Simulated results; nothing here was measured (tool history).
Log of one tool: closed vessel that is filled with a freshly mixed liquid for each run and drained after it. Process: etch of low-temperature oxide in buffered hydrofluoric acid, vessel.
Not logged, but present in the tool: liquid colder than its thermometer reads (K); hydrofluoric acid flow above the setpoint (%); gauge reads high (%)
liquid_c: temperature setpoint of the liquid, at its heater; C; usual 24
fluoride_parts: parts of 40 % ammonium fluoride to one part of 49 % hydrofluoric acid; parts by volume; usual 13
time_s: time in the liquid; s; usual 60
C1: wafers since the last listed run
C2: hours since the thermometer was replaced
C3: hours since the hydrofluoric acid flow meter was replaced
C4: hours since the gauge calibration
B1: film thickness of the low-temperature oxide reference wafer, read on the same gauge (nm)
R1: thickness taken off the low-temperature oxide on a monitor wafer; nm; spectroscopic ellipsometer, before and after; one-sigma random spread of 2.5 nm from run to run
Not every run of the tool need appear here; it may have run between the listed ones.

Run 1, hour 0: usual settings; C1 0; C2 267.8; C3 25.2; C4 190.2; B1 40.02. Result: R1 283.34 nm.
Run 2, hour 18.4: usual settings; C1 1275; C2 286.2; C3 43.6; C4 208.6; B1 39.97. Result: R1 287.05 nm.
Run 3, hour 54.2: usual settings but liquid_c 26.5 C, time_s 70 s; C1 2481; C2 322; C3 79.4; C4 244.4; B1 40. Result: R1 387.16 nm.
Run 4, hour 77.2: usual settings but liquid_c 26.5 C, time_s 70 s; C1 1594; C2 345; C3 102.4; C4 267.4; B1 40.01. Result: R1 385.39 nm.
Run 5, hour 101.9: usual settings but liquid_c 26.5 C, time_s 70 s; C1 1712; C2 369.7; C3 127.1; C4 292.1; B1 40.02. Result: R1 384.68 nm.
Run 6, hour 173.8: usual settings; C1 4984; C2 441.6; C3 199; C4 364; B1 40.01. Result: R1 291.17 nm.
Run 7, hour 189.6: usual settings; C1 1095; C2 457.4; C3 214.8; C4 379.8; B1 40. Result: R1 290.96 nm.
Run 8, hour 204: usual settings; C1 998; C2 471.8; C3 229.2; C4 394.2; B1 39.99. Result: R1 292.77 nm.
Run 9, hour 231.7: usual settings but liquid_c 25 C, time_s 85 s; C1 1920; C2 499.5; C3 256.9; C4 421.9; B1 39.99. Result: R1 434.71 nm.
At hour 250.7: thermometer replaced.
Run 10, hour 258.2: usual settings but fluoride_parts 11.5 parts by volume; C1 1767; C2 7.5; C3 283.4; C4 448.4; B1 40.01. Result: R1 332.15 nm.
Run 11, hour 270.8: usual settings but fluoride_parts 11.5 parts by volume; C1 873; C2 20.1; C3 296; C4 461; B1 40.02. Result: R1 331.92 nm.
Run 12, hour 303.1: usual settings; C1 2239; C2 52.4; C3 328.3; C4 493.3; B1 40.02. Result: R1 296.14 nm.
Run 13, hour 326.5: usual settings; C1 1622; C2 75.8; C3 351.7; C4 516.7; B1 39.99. Result: R1 297.9 nm.
Run 14, hour 354: usual settings; C1 1906; C2 103.3; C3 379.2; C4 544.2; B1 40. Result: R1 298.86 nm.
Run 15, hour 389.3: usual settings but liquid_c 21.5 C; C1 2447; C2 138.6; C3 414.5; C4 579.5; B1 39.97. Result: R1 261.7 nm.
Run 16, hour 424.4: usual settings; C1 2433; C2 173.7; C3 449.6; C4 614.6; B1 39.97. Result: R1 302.95 nm.
Run 17, hour 440.6: usual settings but fluoride_parts 16 parts by volume, time_s 80 s; C1 1122; C2 189.9; C3 465.8; C4 630.8; B1 39.98. Result: R1 329.86 nm.
At hour 457.4: hydrofluoric acid flow meter replaced.
Run 18, hour 473.8: usual settings but liquid_c 19.5 C, fluoride_parts 18 parts by volume, time_s 45 s; C1 2232; C2 223.1; C3 16.4; C4 664; B1 39.99. Result: R1 138.48 nm.
At hour 477: gauge calibrated.
Run 19, hour 491.4: usual settings; C1 1220; C2 240.7; C3 34; C4 14.4; B1 40.01. Result: R1 321.33 nm.
Run 20, hour 509.8: usual settings; C1 1275; C2 259.1; C3 52.4; C4 32.8; B1 40. Result: R1 323.55 nm.
Run 21, hour 538.2: usual settings but fluoride_parts 16.5 parts by volume, time_s 30 s; C1 1968; C2 287.5; C3 80.8; C4 61.2; B1 40.01. Result: R1 128.09 nm.
Run 22, hour 571.6: usual settings but liquid_c 27 C, fluoride_parts 16.5 parts by volume, time_s 35 s; C1 2315; C2 320.9; C3 114.2; C4 94.6; B1 40.01. Result: R1 176.33 nm.
At hour 585.9: hydrofluoric acid flow meter replaced, repeated, since the last time left the tool worse.
Run 23, hour 598.4: usual settings but liquid_c 27.5 C, fluoride_parts 8.5 parts by volume, time_s 90 s; C1 1788; C2 347.7; C3 12.5; C4 121.4; B1 39.99. Result: R1 757.54 nm.
Run 24, hour 623.4: usual settings but liquid_c 21.5 C, fluoride_parts 10 parts by volume, time_s 80 s; C1 1733; C2 372.7; C3 37.5; C4 146.4; B1 40.01. Result: R1 425.06 nm.
Run 25, hour 648.3: usual settings but liquid_c 29 C, fluoride_parts 17.5 parts by volume, time_s 30 s; C1 1726; C2 397.6; C3 62.4; C4 171.3; B1 40. Result: R1 140.9 nm.
Run 26, hour 672.4: usual settings but liquid_c 28 C, fluoride_parts 15 parts by volume, time_s 30 s; C1 1670; C2 421.7; C3 86.5; C4 195.4; B1 39.99. Result: R1 157.69 nm.

What would each run have given without the hidden state, its run-to-run variation left as it was?
run      R1
  1  280.48
  2  283.43
  3  380.45
  4  377.56
  5  375.61
  6  281.58
  7  280.81
  8  282.01
  9  417.23
 10  317.71
 11  316.99
 12  281.59
 13  282.39
 14  282.32
 15  246.08
 16   283.6
 17  308.04
 18  121.63
 19  281.93
 20  283.27
 21  111.68
 22  153.15
 23  746.15
 24  420.41
 25  138.04
 26     154
